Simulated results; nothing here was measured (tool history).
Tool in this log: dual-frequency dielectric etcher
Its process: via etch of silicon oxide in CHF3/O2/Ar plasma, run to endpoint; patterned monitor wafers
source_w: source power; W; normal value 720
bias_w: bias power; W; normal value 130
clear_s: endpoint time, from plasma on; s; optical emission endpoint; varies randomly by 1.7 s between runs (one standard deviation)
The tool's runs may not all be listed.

| run | hour | source_w | bias_w | wafers since the last listed run | hours since the last wet clean | hours since the last source power generator calibration | hours since the last bias power generator calibration | hours since the last upper electrode change | incoming incoming film thickness, nm | clear_s |
|---|---|---|---|---|---|---|---|---|---|---|
| 1 | 0 | 680 | 142 | 0 | 374.5 | 1341.7 | 4398.7 | 2867.8 | 711.8 | 398.5 |
| 2 | 91.4 | 680 | 142 | 365 | 465.9 | 1433.1 | 4490.1 | 2959.2 | 704.6 | 397.9 |
| 3 | 117.4 | 860 | 130 | 104 | 491.9 | 1459.1 | 4516.1 | 2985.2 | 716.4 | 383 |
| 4 | 181.6 | 860 | 130 | 257 | 556.1 | 1523.3 | 4580.3 | 3049.4 | 711.4 | 382.9 |
| 5 | 239.6 | 860 | 130 | 232 | 614.1 | 1581.3 | 4638.3 | 3107.4 | 707 | 381.4 |
|  | 271.6 | upper electrode replaced |
|  | 277.6 | wet clean of the chamber |
| 6 | 278.1 | 720 | 143 | 34 | 0.5 | 1619.8 | 4676.8 | 6.5 | 716.7 | 385.9 |
|  | 341.3 | source power generator calibrated |
| 7 | 437.3 | 720 | 143 | 621 | 159.7 | 96 | 4836 | 165.7 | 705.6 | 384.4 |
| 8 | 502.6 | 860 | 130 | 261 | 225 | 161.3 | 4901.3 | 231 | 717.1 | 378 |
|  | 513.3 | bias power generator calibrated |
| 9 | 587.1 | 550 | 101 | 322 | 309.5 | 245.8 | 73.8 | 315.5 | 710.3 | 490.6 |
| 10 | 650 | 550 | 162 | 251 | 372.4 | 308.7 | 136.7 | 378.4 | 710 | 416.1 |
| 11 | 680.1 | 850 | 100 | 120 | 402.5 | 338.8 | 166.8 | 408.5 | 707.1 | 420.2 |
| 12 | 721.7 | 590 | 158 | 166 | 444.1 | 380.4 | 208.4 | 450.1 | 720 | 419.3 |
| 13 | 757.3 | 800 | 118 | 142 | 479.7 | 416 | 244 | 485.7 | 702.3 | 406.1 |
| 14 | 798.5 | 720 | 130 | 164 | 520.9 | 457.2 | 285.2 | 526.9 | 702.8 | 410.7 |

Alternative continuations, all from the tool just after run 14; predict every row:
| A | 799 | 720 | 101 | 2 | 521.4 | 457.7 | 285.7 | 527.4 | 712.6 | ? |
| B | 799 | 840 | 138 | 2 | 521.4 | 457.7 | 285.7 | 527.4 | 712.6 | ? |
| C | 799 | 880 | 111 | 2 | 521.4 | 457.7 | 285.7 | 527.4 | 712.6 | ? |
| D | 799 | 720 | 112 | 2 | 521.4 | 457.7 | 285.7 | 527.4 | 712.6 | ? |
| E | 799 | 770 | 160 | 2 | 521.4 | 457.7 | 285.7 | 527.4 | 712.6 | ? |

| run | clear_s |
|---|---|
| A | 452 |
| B | 383.8 |
| C | 406.2 |
| D | 436.5 |
| E | 376.1 |
Take away the tool's hidden state, keep each run's random variation, and the runs would have read:
| run | clear_s |
|---|---|
| A | 431.7 |
| B | 366.5 |
| C | 387.9 |
| D | 416.8 |
| E | 359.2 |
